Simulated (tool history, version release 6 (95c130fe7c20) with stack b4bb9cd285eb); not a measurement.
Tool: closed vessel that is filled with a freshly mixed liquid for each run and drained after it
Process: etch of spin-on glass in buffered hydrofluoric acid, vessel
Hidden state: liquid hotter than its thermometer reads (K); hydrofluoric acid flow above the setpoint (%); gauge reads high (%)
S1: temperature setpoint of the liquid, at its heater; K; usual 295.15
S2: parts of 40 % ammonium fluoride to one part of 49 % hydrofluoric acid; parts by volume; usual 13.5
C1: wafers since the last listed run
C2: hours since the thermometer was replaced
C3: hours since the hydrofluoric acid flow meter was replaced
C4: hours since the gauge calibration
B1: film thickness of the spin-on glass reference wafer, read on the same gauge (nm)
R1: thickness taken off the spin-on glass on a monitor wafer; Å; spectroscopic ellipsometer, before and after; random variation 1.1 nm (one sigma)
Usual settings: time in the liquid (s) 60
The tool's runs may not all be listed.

{"run": 1, "hour": 0.0, "S1": 295.15, "S2": 13.5, "time in the liquid (s)": 60, "C1": 0, "C2": 2625.6, "C3": 1237.9, "C4": 30.4, "B1": 129.99, "R1": 1415.2}
{"run": 2, "hour": 19.3, "S1": 295.15, "S2": 13.5, "time in the liquid (s)": 50, "C1": 1422, "C2": 2644.9, "C3": 1257.2, "C4": 49.7, "B1": 129.97, "R1": 1190.6}
{"run": 3, "hour": 44.4, "S1": 295.15, "S2": 13.5, "time in the liquid (s)": 60, "C1": 1849, "C2": 2670.0, "C3": 1282.3, "C4": 74.8, "B1": 129.99, "R1": 1418.0}
{"run": 4, "hour": 145.7, "S1": 297.15, "S2": 13.5, "time in the liquid (s)": 60, "C1": 7465, "C2": 2771.3, "C3": 1383.6, "C4": 176.1, "B1": 129.97, "R1": 1606.5}
{"run": 5, "hour": 173.5, "S1": 295.15, "S2": 17.0, "time in the liquid (s)": 80, "C1": 2048, "C2": 2799.1, "C3": 1411.4, "C4": 203.9, "B1": 129.96, "R1": 1525.7}
{"run": 6, "hour": 206.6, "S1": 295.15, "S2": 13.5, "time in the liquid (s)": 60, "C1": 2439, "C2": 2832.2, "C3": 1444.5, "C4": 237.0, "B1": 130.0, "R1": 1452.9}
{"hour": 224.5, "done": "hydrofluoric acid flow meter replaced"}
{"run": 7, "hour": 229.2, "S1": 295.15, "S2": 13.5, "time in the liquid (s)": 60, "C1": 1591, "C2": 2854.8, "C3": 4.7, "C4": 259.6, "B1": 129.98, "R1": 1334.9}
{"run": 8, "hour": 261.9, "S1": 295.15, "S2": 13.5, "time in the liquid (s)": 60, "C1": 2410, "C2": 2887.5, "C3": 37.4, "C4": 292.3, "B1": 130.0, "R1": 1327.3}
{"run": 9, "hour": 296.1, "S1": 295.15, "S2": 13.5, "time in the liquid (s)": 60, "C1": 2520, "C2": 2921.7, "C3": 71.6, "C4": 326.5, "B1": 130.0, "R1": 1312.5}
{"run": 10, "hour": 314.2, "S1": 295.15, "S2": 13.5, "time in the liquid (s)": 60, "C1": 1333, "C2": 2939.8, "C3": 89.7, "C4": 344.6, "B1": 130.02, "R1": 1293.8}
{"run": 11, "hour": 338.2, "S1": 295.15, "S2": 13.5, "time in the liquid (s)": 60, "C1": 1768, "C2": 2963.8, "C3": 113.7, "C4": 368.6, "B1": 130.0, "R1": 1318.2}
{"run": 12, "hour": 358.7, "S1": 295.15, "S2": 13.5, "time in the liquid (s)": 60, "C1": 1510, "C2": 2984.3, "C3": 134.2, "C4": 389.1, "B1": 130.01, "R1": 1332.1}
{"run": 13, "hour": 373.2, "S1": 295.15, "S2": 13.5, "time in the liquid (s)": 60, "C1": 1068, "C2": 2998.8, "C3": 148.7, "C4": 403.6, "B1": 130.03, "R1": 1315.8}
{"run": 14, "hour": 394.9, "S1": 292.15, "S2": 15.0, "time in the liquid (s)": 90, "C1": 1599, "C2": 3020.5, "C3": 170.4, "C4": 425.3, "B1": 130.0, "R1": 1500.6}
{"run": 15, "hour": 413.6, "S1": 290.65, "S2": 18.0, "time in the liquid (s)": 80, "C1": 1378, "C2": 3039.2, "C3": 189.1, "C4": 444.0, "B1": 130.01, "R1": 1047.9}
{"run": 16, "hour": 435.6, "S1": 296.65, "S2": 13.5, "time in the liquid (s)": 60, "C1": 1621, "C2": 3061.2, "C3": 211.1, "C4": 466.0, "B1": 130.04, "R1": 1457.5}
{"hour": 438.5, "done": "gauge calibrated"}
{"hour": 452.7, "done": "thermometer replaced"}
{"run": 17, "hour": 465.0, "S1": 295.15, "S2": 8.5, "time in the liquid (s)": 30, "C1": 2093, "C2": 12.3, "C3": 240.5, "C4": 26.5, "B1": 129.97, "R1": 1032.2}
{"run": 18, "hour": 483.2, "S1": 295.15, "S2": 13.5, "time in the liquid (s)": 40, "C1": 1341, "C2": 30.5, "C3": 258.7, "C4": 44.7, "B1": 130.02, "R1": 892.9}
{"run": 19, "hour": 500.7, "S1": 295.15, "S2": 13.5, "time in the liquid (s)": 60, "C1": 1289, "C2": 48.0, "C3": 276.2, "C4": 62.2, "B1": 129.99, "R1": 1329.7}
{"run": 20, "hour": 528.1, "S1": 295.15, "S2": 13.5, "time in the liquid (s)": 60, "C1": 2019, "C2": 75.4, "C3": 303.6, "C4": 89.6, "B1": 130.02, "R1": 1337.6}
{"run": 21, "hour": 540.8, "S1": 295.15, "S2": 16.0, "time in the liquid (s)": 90, "C1": 936, "C2": 88.1, "C3": 316.3, "C4": 102.3, "B1": 129.98, "R1": 1682.1}
{"run": 22, "hour": 564.3, "S1": 295.15, "S2": 8.5, "time in the liquid (s)": 60, "C1": 1731, "C2": 111.6, "C3": 339.8, "C4": 125.8, "B1": 129.98, "R1": 2093.3}
{"run": 23, "hour": 581.0, "S1": 298.65, "S2": 15.5, "time in the liquid (s)": 40, "C1": 1230, "C2": 128.3, "C3": 356.5, "C4": 142.5, "B1": 129.96, "R1": 944.3}
{"run": 24, "hour": 607.4, "S1": 299.15, "S2": 15.5, "time in the liquid (s)": 80, "C1": 1945, "C2": 154.7, "C3": 382.9, "C4": 168.9, "B1": 130.03, "R1": 1939.1}
{"run": 25, "hour": 630.0, "S1": 299.15, "S2": 13.5, "time in the liquid (s)": 60, "C1": 1665, "C2": 177.3, "C3": 405.5, "C4": 191.5, "B1": 129.99, "R1": 1670.3}
{"run": 26, "hour": 647.8, "S1": 293.15, "S2": 10.0, "time in the liquid (s)": 80, "C1": 1311, "C2": 195.1, "C3": 423.3, "C4": 209.3, "B1": 129.98, "R1": 2130.9}
{"run": 27, "hour": 668.4, "S1": 290.15, "S2": 8.5, "time in the liquid (s)": 40, "C1": 1518, "C2": 215.7, "C3": 443.9, "C4": 229.9, "B1": 129.97, "R1": 1052.7}
{"run": 28, "hour": 696.8, "S1": 292.65, "S2": 10.0, "time in the liquid (s)": 60, "C1": 2093, "C2": 244.1, "C3": 472.3, "C4": 258.3, "B1": 130.0, "R1": 1545.9}
{"run": 29, "hour": 719.7, "S1": 297.65, "S2": 13.5, "time in the liquid (s)": 60, "C1": 1687, "C2": 267.0, "C3": 495.2, "C4": 281.2, "B1": 130.0, "R1": 1569.9}
{"run": 30, "hour": 754.7, "S1": 295.15, "S2": 13.5, "time in the liquid (s)": 60, "C1": 2579, "C2": 302.0, "C3": 530.2, "C4": 316.2, "B1": 129.97, "R1": 1338.5}
{"run": 31, "hour": 766.9, "S1": 295.15, "S2": 13.5, "time in the liquid (s)": 60, "C1": 899, "C2": 314.2, "C3": 542.4, "C4": 328.4, "B1": 130.03, "R1": 1360.7}
{"run": 32, "hour": 802.4, "S1": 300.15, "S2": 13.5, "time in the liquid (s)": 60, "C1": 2616, "C2": 349.7, "C3": 577.9, "C4": 363.9, "B1": 129.99, "R1": 1789.7}

5 ways to go on from here, each from the tool as it stands after run 32. What would each give?
{"run": "A", "hour": 803.1, "S1": 295.15, "S2": 15.5, "time in the liquid (s)": 60, "C1": 51, "C2": 350.4, "C3": 578.6, "C4": 364.6, "B1": "?", "R1": "?"}
{"run": "B", "hour": 803.1, "S1": 290.65, "S2": 10.0, "time in the liquid (s)": 60, "C1": 51, "C2": 350.4, "C3": 578.6, "C4": 364.6, "B1": "?", "R1": "?"}
{"run": "C", "hour": 803.1, "S1": 290.65, "S2": 12.0, "time in the liquid (s)": 30, "C1": 51, "C2": 350.4, "C3": 578.6, "C4": 364.6, "B1": "?", "R1": "?"}
{"run": "D", "hour": 803.1, "S1": 295.15, "S2": 9.5, "time in the liquid (s)": 85, "C1": 51, "C2": 350.4, "C3": 578.6, "C4": 364.6, "B1": "?", "R1": "?"}
{"run": "E", "hour": 803.1, "S1": 291.65, "S2": 9.0, "time in the liquid (s)": 90, "C1": 51, "C2": 350.4, "C3": 578.6, "C4": 364.6, "B1": "?", "R1": "?"}

run=A B1=130.01 R1=1183.4
run=B B1=130.01 R1=1390.5
run=C B1=130.01 R1=590.7
run=D B1=130.01 R1=2618.2
run=E B1=130.01 R1=2406.0
Without the tool's hidden state the same runs would have given:
run=A R1=1134.0
run=B R1=1352.9
run=C R1=566.2
run=D R1=2547.8
run=E R1=2295.2
